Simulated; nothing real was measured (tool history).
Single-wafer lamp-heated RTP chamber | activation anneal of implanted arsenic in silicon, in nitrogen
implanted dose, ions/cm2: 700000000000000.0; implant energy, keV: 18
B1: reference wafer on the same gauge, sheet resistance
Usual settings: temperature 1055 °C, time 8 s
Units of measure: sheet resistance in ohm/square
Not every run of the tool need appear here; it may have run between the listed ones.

{"run": 1, "hour": 0.0, "temperature": 1055, "time": 6, "B1": 190.92, "sheet resistance": 179.74}
{"run": 2, "hour": 25.0, "temperature": 1055, "time": 6, "B1": 190.97, "sheet resistance": 178.62}
{"run": 3, "hour": 52.5, "temperature": 1055, "time": 6, "B1": 191.01, "sheet resistance": 179.63}
{"run": 4, "hour": 72.6, "temperature": 1055, "time": 8, "B1": 191.06, "sheet resistance": 176.88}
{"run": 5, "hour": 85.3, "temperature": 1072, "time": 8, "B1": 190.99, "sheet resistance": 173.51}
{"run": 6, "hour": 120.9, "temperature": 1055, "time": 8, "B1": 191.03, "sheet resistance": 176.57}
{"run": 7, "hour": 141.7, "temperature": 1055, "time": 8, "B1": 190.97, "sheet resistance": 176.54}
{"run": 8, "hour": 155.4, "temperature": 1055, "time": 8, "B1": 191.02, "sheet resistance": 175.72}
{"run": 9, "hour": 189.0, "temperature": 1055, "time": 8, "B1": 191.06, "sheet resistance": 175.58}
{"run": 10, "hour": 210.6, "temperature": 1055, "time": 8, "B1": 190.99, "sheet resistance": 176.26}
{"run": 11, "hour": 233.2, "temperature": 1055, "time": 8, "B1": 191.03, "sheet resistance": 176.79}
{"run": 12, "hour": 256.2, "temperature": 1055, "time": 8, "B1": 190.81, "sheet resistance": 175.86}
{"run": 13, "hour": 269.9, "temperature": 1055, "time": 8, "B1": 191.09, "sheet resistance": 176.8}
{"run": 14, "hour": 293.3, "temperature": 1055, "time": 8, "B1": 191.1, "sheet resistance": 176.19}
{"run": 15, "hour": 306.7, "temperature": 1055, "time": 8, "B1": 190.78, "sheet resistance": 175.37}
{"run": 16, "hour": 320.9, "temperature": 1055, "time": 8, "B1": 190.98, "sheet resistance": 176.83}
{"hour": 346.9, "done": "pyrometer window cleaned and pyrometer calibrated"}
{"run": 17, "hour": 347.4, "temperature": 1036, "time": 9, "B1": 191.04, "sheet resistance": 177.76}
{"run": 18, "hour": 370.2, "temperature": 1055, "time": 8, "B1": 190.97, "sheet resistance": 173.98}
{"hour": 377.9, "done": "gauge calibrated"}
{"run": 19, "hour": 400.1, "temperature": 1034, "time": 4, "B1": 191.15, "sheet resistance": 185.53}
{"run": 20, "hour": 419.2, "temperature": 1076, "time": 11, "B1": 190.97, "sheet resistance": 166.24}
{"run": 21, "hour": 439.6, "temperature": 1041, "time": 5, "B1": 191.12, "sheet resistance": 181.38}
{"run": 22, "hour": 458.2, "temperature": 1055, "time": 12, "B1": 190.93, "sheet resistance": 169.32}
{"hour": 475.3, "done": "pyrometer window cleaned and pyrometer calibrated, repeated, since the last time left the tool worse"}
{"hour": 486.5, "done": "reflector plate cleaned"}
{"run": 23, "hour": 487.0, "temperature": 1055, "time": 8, "B1": 191.1, "sheet resistance": 177.26}
{"run": 24, "hour": 496.3, "temperature": 1047, "time": 11, "B1": 190.87, "sheet resistance": 176.2}
{"run": 25, "hour": 530.5, "temperature": 1076, "time": 6, "B1": 190.97, "sheet resistance": 174.57}

Predict the results of run 26:
{"run": 26, "hour": 555.5, "temperature": 1072, "time": 8, "B1": "?", "sheet resistance": "?"}

B1: 190.97
sheet resistance: 173.15 ohm/square
The same run, on a tool lacking any hidden state, would have yielded sheet resistance 173.30 ohm/square.
